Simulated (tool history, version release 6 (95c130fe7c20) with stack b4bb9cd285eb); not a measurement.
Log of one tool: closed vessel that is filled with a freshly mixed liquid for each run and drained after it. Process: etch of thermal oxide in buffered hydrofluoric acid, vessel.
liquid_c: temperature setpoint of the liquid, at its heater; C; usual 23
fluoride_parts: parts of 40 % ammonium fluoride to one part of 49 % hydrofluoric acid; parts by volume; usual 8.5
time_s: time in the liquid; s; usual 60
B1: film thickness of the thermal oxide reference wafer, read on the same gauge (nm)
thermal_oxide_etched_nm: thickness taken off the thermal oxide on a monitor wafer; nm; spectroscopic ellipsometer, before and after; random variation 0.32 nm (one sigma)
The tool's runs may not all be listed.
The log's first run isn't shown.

-- hour=105.3 thermometer replaced
run 2 hour=257.2 | liquid_c=23 fluoride_parts=8.5 time_s=60 | B1=90 | thermal_oxide_etched_nm=77.7
run 3 hour=348.8 | liquid_c=23 fluoride_parts=8.5 time_s=60 | B1=90 | thermal_oxide_etched_nm=76.94
run 4 hour=387.9 | liquid_c=23 fluoride_parts=8.5 time_s=60 | B1=90.01 | thermal_oxide_etched_nm=77.83
run 5 hour=483.9 | liquid_c=23 fluoride_parts=8.5 time_s=60 | B1=90 | thermal_oxide_etched_nm=77.77
run 6 hour=587.5 | liquid_c=23 fluoride_parts=8.5 time_s=60 | B1=90.02 | thermal_oxide_etched_nm=78.11
run 7 hour=659.3 | liquid_c=23 fluoride_parts=8.5 time_s=60 | B1=90.01 | thermal_oxide_etched_nm=77.98
run 8 hour=705.2 | liquid_c=23 fluoride_parts=8.5 time_s=60 | B1=89.99 | thermal_oxide_etched_nm=78.24
run 9 hour=810.2 | liquid_c=21 fluoride_parts=11 time_s=40 | B1=90 | thermal_oxide_etched_nm=37.17
-- hour=894 hydrofluoric acid flow meter replaced
run 10 hour=907.1 | liquid_c=19.5 fluoride_parts=7.5 time_s=85 | B1=89.98 | thermal_oxide_etched_nm=99.07
run 11 hour=996.4 | liquid_c=23 fluoride_parts=11.5 time_s=45 | B1=90.01 | thermal_oxide_etched_nm=42.69
run 12 hour=1079.2 | liquid_c=21 fluoride_parts=10.5 time_s=75 | B1=89.99 | thermal_oxide_etched_nm=69.69
run 13 hour=1139.1 | liquid_c=25 fluoride_parts=8.5 time_s=90 | B1=90.03 | thermal_oxide_etched_nm=123.38
run 14 hour=1223.9 | liquid_c=23 fluoride_parts=8.5 time_s=60 | B1=90 | thermal_oxide_etched_nm=73.73
run 15 hour=1319.5 | liquid_c=21 fluoride_parts=11 time_s=90 | B1=90 | thermal_oxide_etched_nm=79.03
run 16 hour=1372.8 | liquid_c=27 fluoride_parts=8.5 time_s=60 | B1=90.02 | thermal_oxide_etched_nm=92.46
run 17 hour=1409.7 | liquid_c=23 fluoride_parts=8.5 time_s=60 | B1=90 | thermal_oxide_etched_nm=73.69
-- hour=1440.8 gauge calibrated
run 18 hour=1483 | liquid_c=23 fluoride_parts=6 time_s=60 | B1=90.01 | thermal_oxide_etched_nm=103.87
run 19 hour=1586.2 | liquid_c=23 fluoride_parts=8.5 time_s=60 | B1=89.99 | thermal_oxide_etched_nm=73.92
run 20 hour=1637.5 | liquid_c=26.5 fluoride_parts=7 time_s=80 | B1=89.99 | thermal_oxide_etched_nm=146.66
run 21 hour=1686.8 | liquid_c=26.5 fluoride_parts=7 time_s=80 | B1=89.99 | thermal_oxide_etched_nm=148.24
-- hour=1710.7 thermometer replaced
run 22 hour=1764.9 | liquid_c=23 fluoride_parts=8.5 time_s=60 | B1=90.01 | thermal_oxide_etched_nm=75.73

Forecast run 23:
run 23 hour=1818.9 | liquid_c=23 fluoride_parts=8.5 time_s=60 | B1=? | thermal_oxide_etched_nm=?

B1: 90.01
thermal_oxide_etched_nm: 75.75 nm
Without the tool's hidden state the same run would have given thermal_oxide_etched_nm 74.87 nm.
